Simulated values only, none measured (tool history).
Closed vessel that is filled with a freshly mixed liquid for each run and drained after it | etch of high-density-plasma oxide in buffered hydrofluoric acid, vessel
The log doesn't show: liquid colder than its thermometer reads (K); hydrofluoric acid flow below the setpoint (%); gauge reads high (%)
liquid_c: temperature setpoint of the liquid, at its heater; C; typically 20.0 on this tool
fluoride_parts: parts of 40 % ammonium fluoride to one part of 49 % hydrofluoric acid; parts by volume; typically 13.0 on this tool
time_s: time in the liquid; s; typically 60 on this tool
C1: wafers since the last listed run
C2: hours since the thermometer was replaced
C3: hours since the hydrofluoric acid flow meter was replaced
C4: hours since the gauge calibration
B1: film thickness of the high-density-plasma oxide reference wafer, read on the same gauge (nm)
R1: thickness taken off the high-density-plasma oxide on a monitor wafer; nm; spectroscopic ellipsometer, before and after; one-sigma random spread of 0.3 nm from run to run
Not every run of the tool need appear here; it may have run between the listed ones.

Run 1, hour 0.0: usual settings; C1 0; C2 1812.1; C3 372.8; C4 1494.7; B1 110.00. Result: R1 59.51 nm.
Run 2, hour 74.0: usual settings; C1 6894; C2 1886.1; C3 446.8; C4 1568.7; B1 110.01. Result: R1 59.06 nm.
Run 3, hour 164.7: usual settings; C1 8450; C2 1976.8; C3 537.5; C4 1659.4; B1 109.99. Result: R1 59.65 nm.
Run 4, hour 213.6: usual settings; C1 4556; C2 2025.7; C3 586.4; C4 1708.3; B1 110.00. Result: R1 58.69 nm.
Run 5, hour 276.0: usual settings; C1 5813; C2 2088.1; C3 648.8; C4 1770.7; B1 110.02. Result: R1 59.71 nm.
At hour 291.4: hydrofluoric acid flow meter replaced.
Run 6, hour 356.7: usual settings; C1 7425; C2 2168.8; C3 65.3; C4 1851.4; B1 109.98. Result: R1 59.07 nm.
Run 7, hour 398.0: usual settings; C1 3847; C2 2210.1; C3 106.6; C4 1892.7; B1 110.00. Result: R1 59.54 nm.
Run 8, hour 493.0: usual settings; C1 8851; C2 2305.1; C3 201.6; C4 1987.7; B1 110.00. Result: R1 59.16 nm.
Run 9, hour 553.5: usual settings; C1 5636; C2 2365.6; C3 262.1; C4 2048.2; B1 109.99. Result: R1 58.29 nm.
At hour 598.4: thermometer replaced.
Run 10, hour 758.5: usual settings; C1 19006; C2 160.1; C3 467.1; C4 2253.2; B1 109.98. Result: R1 62.00 nm.
Run 11, hour 811.9: usual settings but liquid_c 21.5 C, fluoride_parts 15.0 parts by volume; C1 4975; C2 213.5; C3 520.5; C4 2306.6; B1 110.01. Result: R1 58.33 nm.
Run 12, hour 872.6: usual settings; C1 5655; C2 274.2; C3 581.2; C4 2367.3; B1 110.02. Result: R1 61.74 nm.
Run 13, hour 930.2: usual settings; C1 5366; C2 331.8; C3 638.8; C4 2424.9; B1 110.01. Result: R1 61.97 nm.
At hour 976.5: hydrofluoric acid flow meter replaced.
Run 14, hour 994.9: usual settings but liquid_c 21.5 C, fluoride_parts 10.0 parts by volume, time_s 90 s; C1 5934; C2 396.5; C3 18.4; C4 2489.6; B1 109.97. Result: R1 129.60 nm.
Run 15, hour 1066.5: usual settings but liquid_c 23.5 C; C1 6671; C2 468.1; C3 90.0; C4 2561.2; B1 109.99. Result: R1 74.71 nm.
Run 16, hour 1162.9: usual settings; C1 8981; C2 564.5; C3 186.4; C4 2657.6; B1 109.99. Result: R1 61.30 nm.
Run 17, hour 1220.8: usual settings; C1 5394; C2 622.4; C3 244.3; C4 2715.5; B1 110.01. Result: R1 62.04 nm.
Run 18, hour 1273.8: usual settings but liquid_c 17.0 C, time_s 45 s; C1 4938; C2 675.4; C3 297.3; C4 2768.5; B1 110.01. Result: R1 38.98 nm.
Run 19, hour 1318.1: usual settings but fluoride_parts 11.0 parts by volume, time_s 30 s; C1 4127; C2 719.7; C3 341.6; C4 2812.8; B1 109.99. Result: R1 35.91 nm.
Run 20, hour 1400.3: usual settings; C1 7658; C2 801.9; C3 423.8; C4 2895.0; B1 109.98. Result: R1 61.23 nm.
Run 21, hour 1510.2: usual settings but liquid_c 24.0 C, time_s 75 s; C1 10239; C2 911.8; C3 533.7; C4 3004.9; B1 109.99. Result: R1 94.46 nm.
At hour 1520.0: gauge calibrated.
Run 22, hour 1607.3: usual settings but fluoride_parts 9.5 parts by volume, time_s 95 s; C1 9046; C2 1008.9; C3 630.8; C4 87.3; B1 110.00. Result: R1 128.53 nm.
At hour 1610.0: hydrofluoric acid flow meter replaced.
Run 23, hour 1649.8: usual settings but liquid_c 17.0 C, time_s 70 s; C1 3866; C2 1051.4; C3 39.8; C4 129.8; B1 110.03. Result: R1 59.32 nm.
Run 24, hour 1738.8: usual settings but fluoride_parts 11.5 parts by volume; C1 8292; C2 1140.4; C3 128.8; C4 218.8; B1 110.02. Result: R1 68.99 nm.
Run 25, hour 1802.2: usual settings but liquid_c 23.0 C, time_s 85 s; C1 5907; C2 1203.8; C3 192.2; C4 282.2; B1 109.97. Result: R1 101.73 nm.
Run 26, hour 1897.9: usual settings but liquid_c 22.5 C, fluoride_parts 11.0 parts by volume, time_s 45 s; C1 8916; C2 1299.5; C3 287.9; C4 377.9; B1 110.02. Result: R1 61.40 nm.
Run 27, hour 1982.4: usual settings but liquid_c 24.0 C, time_s 45 s; C1 7872; C2 1384.0; C3 372.4; C4 462.4; B1 110.00. Result: R1 56.29 nm.
Run 28, hour 2043.6: usual settings; C1 5702; C2 1445.2; C3 433.6; C4 523.6; B1 109.98. Result: R1 60.99 nm.
Run 29, hour 2141.7: usual settings but liquid_c 17.5 C, fluoride_parts 16.5 parts by volume, time_s 75 s; C1 9140; C2 1543.3; C3 531.7; C4 621.7; B1 110.02. Result: R1 51.38 nm.
Run 30, hour 2178.7: usual settings but liquid_c 23.5 C, fluoride_parts 11.5 parts by volume, time_s 35 s; C1 3447; C2 1580.3; C3 568.7; C4 658.7; B1 110.01. Result: R1 48.20 nm.
At hour 2206.1: hydrofluoric acid flow meter replaced.
Run 31, hour 2251.7: usual settings; C1 6708; C2 1653.3; C3 45.6; C4 731.7; B1 110.01. Result: R1 60.44 nm.

Take each entry between the runs: how does the hidden state at the last listed run before it differ from the hidden state at the first listed run after it?
Between runs 5 and 6: hydrofluoric acid flow meter replaced (hour 291.4)
  liquid colder than its thermometer reads (K): 0.912 -> 0.94
  measured minus no-state result, R1: -3.13 -> -3.20 nm
Between runs 9 and 10: thermometer replaced (hour 598.4)
  liquid colder than its thermometer reads (K): 1.01 -> 0.148
  measured minus no-state result, R1: -3.41 -> -0.53 nm
Between runs 13 and 14: hydrofluoric acid flow meter replaced (hour 976.5)
  liquid colder than its thermometer reads (K): 0.208 -> 0.231
  measured minus no-state result, R1: -0.73 -> -1.67 nm
Between runs 21 and 22: gauge calibrated (hour 1520.0)
  liquid colder than its thermometer reads (K): 0.41 -> 0.444
  measured minus no-state result, R1: -2.14 -> -3.21 nm
Between runs 22 and 23: hydrofluoric acid flow meter replaced (hour 1610.0)
  liquid colder than its thermometer reads (K): 0.444 -> 0.459
  measured minus no-state result, R1: -3.21 -> -1.58 nm
Between runs 30 and 31: hydrofluoric acid flow meter replaced (hour 2206.1)
  liquid colder than its thermometer reads (K): 0.644 -> 0.669
  measured minus no-state result, R1: -1.72 -> -2.32 nm
